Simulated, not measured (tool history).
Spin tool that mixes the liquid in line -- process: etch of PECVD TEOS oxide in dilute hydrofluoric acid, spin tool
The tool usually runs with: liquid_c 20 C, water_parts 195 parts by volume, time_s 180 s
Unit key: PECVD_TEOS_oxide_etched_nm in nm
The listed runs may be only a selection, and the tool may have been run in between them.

run	hour	liquid_c	water_parts	time_s	wafers since the last listed run	hours since the thermometer was replaced	hours since the hydrofluoric acid flow meter was replaced	hours since the gauge calibration	read-back film thickness of the PECVD TEOS oxide reference wafer, read on the same gauge (nm)	PECVD_TEOS_oxide_etched_nm
1	0	20	195	180	0	1049.9	1007.1	191.5	150.01	11.04
2	44.7	20	195	180	190	1094.6	1051.8	236.2	149.99	11.03
# hour 84.3: thermometer replaced
3	98.4	20	195	180	224	14.1	1105.5	289.9	150.01	11.12
4	169.1	20	195	180	300	84.8	1176.2	360.6	150	11.09
5	336.4	24	195	180	711	252.1	1343.5	527.9	149.98	13.06
6	385.7	17	255	180	209	301.4	1392.8	577.2	150.02	7.22
7	449.1	17	255	180	269	364.8	1456.2	640.6	150	7.16
8	490.2	17	255	180	174	405.9	1497.3	681.7	150	7.22
9	556	20	195	180	279	471.7	1563.1	747.5	150.02	11.31
10	627.4	17	230	180	303	543.1	1634.5	818.9	149.96	8.22
11	687.2	22.5	255	180	254	602.9	1694.3	878.7	149.99	8.89
12	751.6	20	195	90	273	667.3	1758.7	943.1	149.98	5.67
13	785.1	20	195	180	142	700.8	1792.2	976.6	150.02	11.21
14	865.8	22.5	195	180	343	781.5	1872.9	1057.3	150.02	12.49
15	920.6	22.5	135	265	232	836.3	1927.7	1112.1	150.01	28.17
# hour 949.3: hydrofluoric acid flow meter replaced
16	968.9	24	105	135	201	884.6	19.6	1160.4	149.98	19.53
# hour 985.9: thermometer replaced
17	1001.8	20	120	180	135	15.9	52.5	1193.3	150	19.06
18	1037.3	25	275	95	150	51.4	88	1228.8	150.01	4.53
19	1071	20	195	180	143	85.1	121.7	1262.5	150	10.85
20	1121.8	20	195	145	215	135.9	172.5	1313.3	150.01	8.76
21	1170.1	24	115	150	205	184.2	220.8	1361.6	149.98	19.65
22	1207.6	17.5	290	255	159	221.7	258.3	1399.1	150.01	8.61
# hour 1257.5: gauge calibrated
23	1271.2	20	195	180	270	285.3	321.9	13.7	150	11
24	1322.1	18.5	260	180	216	336.2	372.8	64.6	149.99	7.27
25	1370.5	20	195	120	205	384.6	421.2	113	150	7.27
26	1409.6	20	280	215	166	423.7	460.3	152.1	150.01	8.44
27	1476.3	24.5	195	180	283	490.4	527	218.8	149.98	13.08
28	1519.9	20	195	180	185	534	570.6	262.4	150.02	11.03
29	1578.9	20	280	180	250	593	629.6	321.4	149.97	7.07
30	1642.3	20	195	180	269	656.4	693	384.8	149.97	11.11
31	1674.4	20	195	180	136	688.5	725.1	416.9	149.99	11.11
32	1703.2	20	195	180	122	717.3	753.9	445.7	150	11.07

Consider 5 possible next runs. They are alternatives, not a sequence: every one starts from the tool as it was left by run 32. What does each give?
A	1703.7	20	95	180	2	717.8	754.4	446.2	?	?
B	1703.7	21.5	195	180	2	717.8	754.4	446.2	?	?
C	1703.7	24.5	260	270	2	717.8	754.4	446.2	?	?
D	1703.7	20	110	180	2	717.8	754.4	446.2	?	?
E	1703.7	17	125	95	2	717.8	754.4	446.2	?	?

run	read-back film thickness of the PECVD TEOS oxide reference wafer, read on the same gauge (nm)	PECVD_TEOS_oxide_etched_nm
A	150.01	25.13
B	150.01	11.7
C	150.01	13.77
D	150.01	21.35
E	150.01	8.63
Without the tool's hidden state the same runs would have given:
run	PECVD_TEOS_oxide_etched_nm
A	24.57
B	11.42
C	13.42
D	20.87
E	8.43

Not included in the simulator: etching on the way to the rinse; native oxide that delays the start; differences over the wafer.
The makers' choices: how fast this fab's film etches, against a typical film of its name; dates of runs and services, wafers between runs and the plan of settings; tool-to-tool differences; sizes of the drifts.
